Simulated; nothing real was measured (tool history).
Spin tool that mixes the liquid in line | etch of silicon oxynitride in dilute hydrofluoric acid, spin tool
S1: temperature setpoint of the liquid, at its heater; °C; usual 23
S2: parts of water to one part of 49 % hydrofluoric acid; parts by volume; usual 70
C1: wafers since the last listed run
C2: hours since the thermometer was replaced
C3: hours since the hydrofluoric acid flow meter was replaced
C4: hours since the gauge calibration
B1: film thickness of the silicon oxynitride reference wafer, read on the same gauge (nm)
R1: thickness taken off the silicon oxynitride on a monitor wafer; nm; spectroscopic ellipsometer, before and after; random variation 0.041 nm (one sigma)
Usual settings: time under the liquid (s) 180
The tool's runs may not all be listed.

{"run": 1, "hour": 0.0, "S1": 26.5, "S2": 70, "time under the liquid (s)": 205, "C1": 0, "C2": 1136.2, "C3": 755.4, "C4": 1651.3, "B1": 130.02, "R1": 9.16}
{"run": 2, "hour": 85.7, "S1": 26.5, "S2": 70, "time under the liquid (s)": 205, "C1": 547, "C2": 1221.9, "C3": 841.1, "C4": 1737, "B1": 130.02, "R1": 9.19}
{"run": 3, "hour": 138.4, "S1": 26.5, "S2": 70, "time under the liquid (s)": 205, "C1": 336, "C2": 1274.6, "C3": 893.8, "C4": 1789.7, "B1": 129.99, "R1": 9.24}
{"hour": 184.5, "done": "hydrofluoric acid flow meter replaced"}
{"run": 4, "hour": 225.6, "S1": 19.5, "S2": 70, "time under the liquid (s)": 180, "C1": 551, "C2": 1361.8, "C3": 41.1, "C4": 1876.9, "B1": 129.98, "R1": 5.73}
{"run": 5, "hour": 302.1, "S1": 19.5, "S2": 70, "time under the liquid (s)": 180, "C1": 489, "C2": 1438.3, "C3": 117.6, "C4": 1953.4, "B1": 130.02, "R1": 5.74}
{"run": 6, "hour": 359.4, "S1": 25.5, "S2": 70, "time under the liquid (s)": 180, "C1": 366, "C2": 1495.6, "C3": 174.9, "C4": 2010.7, "B1": 130, "R1": 7.82}
{"hour": 427.3, "done": "gauge calibrated"}
{"run": 7, "hour": 462.9, "S1": 25.5, "S2": 70, "time under the liquid (s)": 180, "C1": 661, "C2": 1599.1, "C3": 278.4, "C4": 35.6, "B1": 130, "R1": 7.76}
{"run": 8, "hour": 511.4, "S1": 23, "S2": 95, "time under the liquid (s)": 180, "C1": 310, "C2": 1647.6, "C3": 326.9, "C4": 84.1, "B1": 130, "R1": 4.99}
{"run": 9, "hour": 581.9, "S1": 23, "S2": 95, "time under the liquid (s)": 180, "C1": 450, "C2": 1718.1, "C3": 397.4, "C4": 154.6, "B1": 129.99, "R1": 4.95}
{"run": 10, "hour": 622.0, "S1": 23, "S2": 95, "time under the liquid (s)": 180, "C1": 256, "C2": 1758.2, "C3": 437.5, "C4": 194.7, "B1": 129.99, "R1": 4.94}
{"run": 11, "hour": 709.4, "S1": 23, "S2": 70, "time under the liquid (s)": 180, "C1": 558, "C2": 1845.6, "C3": 524.9, "C4": 282.1, "B1": 129.98, "R1": 6.86}
{"run": 12, "hour": 764.0, "S1": 23, "S2": 70, "time under the liquid (s)": 180, "C1": 349, "C2": 1900.2, "C3": 579.5, "C4": 336.7, "B1": 130.02, "R1": 6.92}
{"run": 13, "hour": 871.2, "S1": 23, "S2": 70, "time under the liquid (s)": 180, "C1": 685, "C2": 2007.4, "C3": 686.7, "C4": 443.9, "B1": 129.99, "R1": 6.86}
{"run": 14, "hour": 917.0, "S1": 23, "S2": 70, "time under the liquid (s)": 180, "C1": 292, "C2": 2053.2, "C3": 732.5, "C4": 489.7, "B1": 129.98, "R1": 6.87}
{"run": 15, "hour": 971.0, "S1": 23, "S2": 55, "time under the liquid (s)": 80, "C1": 345, "C2": 2107.2, "C3": 786.5, "C4": 543.7, "B1": 129.99, "R1": 3.92}
{"hour": 984.4, "done": "hydrofluoric acid flow meter replaced"}
{"run": 16, "hour": 1026.9, "S1": 24.5, "S2": 60, "time under the liquid (s)": 80, "C1": 351, "C2": 2163.1, "C3": 42.5, "C4": 599.6, "B1": 130.02, "R1": 3.85}
{"run": 17, "hour": 1068.7, "S1": 23, "S2": 70, "time under the liquid (s)": 180, "C1": 267, "C2": 2204.9, "C3": 84.3, "C4": 641.4, "B1": 129.99, "R1": 6.89}
{"run": 18, "hour": 1157.9, "S1": 25.5, "S2": 70, "time under the liquid (s)": 255, "C1": 570, "C2": 2294.1, "C3": 173.5, "C4": 730.6, "B1": 129.99, "R1": 10.87}
{"run": 19, "hour": 1240.2, "S1": 26.5, "S2": 60, "time under the liquid (s)": 125, "C1": 526, "C2": 2376.4, "C3": 255.8, "C4": 812.9, "B1": 130, "R1": 6.62}
{"hour": 1255.1, "done": "thermometer replaced"}
{"run": 20, "hour": 1294.4, "S1": 27, "S2": 70, "time under the liquid (s)": 180, "C1": 340, "C2": 39.3, "C3": 310, "C4": 867.1, "B1": 130, "R1": 8.26}
{"run": 21, "hour": 1407.3, "S1": 21.5, "S2": 70, "time under the liquid (s)": 245, "C1": 721, "C2": 152.2, "C3": 422.9, "C4": 980, "B1": 130.01, "R1": 8.67}
{"run": 22, "hour": 1479.8, "S1": 20, "S2": 105, "time under the liquid (s)": 105, "C1": 463, "C2": 224.7, "C3": 495.4, "C4": 1052.5, "B1": 129.99, "R1": 2.26}
{"run": 23, "hour": 1542.5, "S1": 23, "S2": 95, "time under the liquid (s)": 145, "C1": 400, "C2": 287.4, "C3": 558.1, "C4": 1115.2, "B1": 130.01, "R1": 4.01}
{"run": 24, "hour": 1627.8, "S1": 25, "S2": 85, "time under the liquid (s)": 290, "C1": 545, "C2": 372.7, "C3": 643.4, "C4": 1200.5, "B1": 129.99, "R1": 9.8}
{"run": 25, "hour": 1671.9, "S1": 23, "S2": 70, "time under the liquid (s)": 180, "C1": 281, "C2": 416.8, "C3": 687.5, "C4": 1244.6, "B1": 130, "R1": 6.84}
{"run": 26, "hour": 1737.9, "S1": 25.5, "S2": 70, "time under the liquid (s)": 180, "C1": 421, "C2": 482.8, "C3": 753.5, "C4": 1310.6, "B1": 130, "R1": 7.66}
{"run": 27, "hour": 1832.3, "S1": 20, "S2": 85, "time under the liquid (s)": 95, "C1": 603, "C2": 577.2, "C3": 847.9, "C4": 1405, "B1": 129.99, "R1": 2.54}
{"hour": 1877.7, "done": "hydrofluoric acid flow meter replaced"}
{"run": 28, "hour": 1896.2, "S1": 23, "S2": 45, "time under the liquid (s)": 275, "C1": 402, "C2": 641.1, "C3": 18.5, "C4": 1468.9, "B1": 129.99, "R1": 16.63}
{"run": 29, "hour": 1955.0, "S1": 21, "S2": 90, "time under the liquid (s)": 95, "C1": 375, "C2": 699.9, "C3": 77.3, "C4": 1527.7, "B1": 129.99, "R1": 2.52}
{"run": 30, "hour": 2025.0, "S1": 23, "S2": 70, "time under the liquid (s)": 180, "C1": 447, "C2": 769.9, "C3": 147.3, "C4": 1597.7, "B1": 130, "R1": 6.81}
{"run": 31, "hour": 2126.7, "S1": 23, "S2": 80, "time under the liquid (s)": 180, "C1": 650, "C2": 871.6, "C3": 249, "C4": 1699.4, "B1": 129.99, "R1": 5.95}
{"run": 32, "hour": 2172.2, "S1": 21.5, "S2": 55, "time under the liquid (s)": 135, "C1": 290, "C2": 917.1, "C3": 294.5, "C4": 1744.9, "B1": 130, "R1": 6.15}
{"hour": 2214.2, "done": "gauge calibrated"}
{"run": 33, "hour": 2262.4, "S1": 23, "S2": 70, "time under the liquid (s)": 180, "C1": 576, "C2": 1007.3, "C3": 384.7, "C4": 48.2, "B1": 129.98, "R1": 6.88}

Forecast each of these 4 alternatives for the next run:
{"run": "A", "hour": 2262.9, "S1": 23, "S2": 70, "time under the liquid (s)": 180, "C1": 3, "C2": 1007.8, "C3": 385.2, "C4": 48.7, "B1": "?", "R1": "?"}
{"run": "B", "hour": 2262.9, "S1": 23, "S2": 90, "time under the liquid (s)": 80, "C1": 3, "C2": 1007.8, "C3": 385.2, "C4": 48.7, "B1": "?", "R1": "?"}
{"run": "C", "hour": 2262.9, "S1": 25.5, "S2": 90, "time under the liquid (s)": 75, "C1": 3, "C2": 1007.8, "C3": 385.2, "C4": 48.7, "B1": "?", "R1": "?"}
{"run": "D", "hour": 2262.9, "S1": 19, "S2": 50, "time under the liquid (s)": 120, "C1": 3, "C2": 1007.8, "C3": 385.2, "C4": 48.7, "B1": "?", "R1": "?"}

run=A B1=130 R1=6.81
run=B B1=130 R1=2.32
run=C B1=130 R1=2.45
run=D B1=130 R1=5.29
Without the tool's hidden state the same runs would have given:
run=A R1=6.81
run=B R1=2.32
run=C R1=2.45
run=D R1=5.29
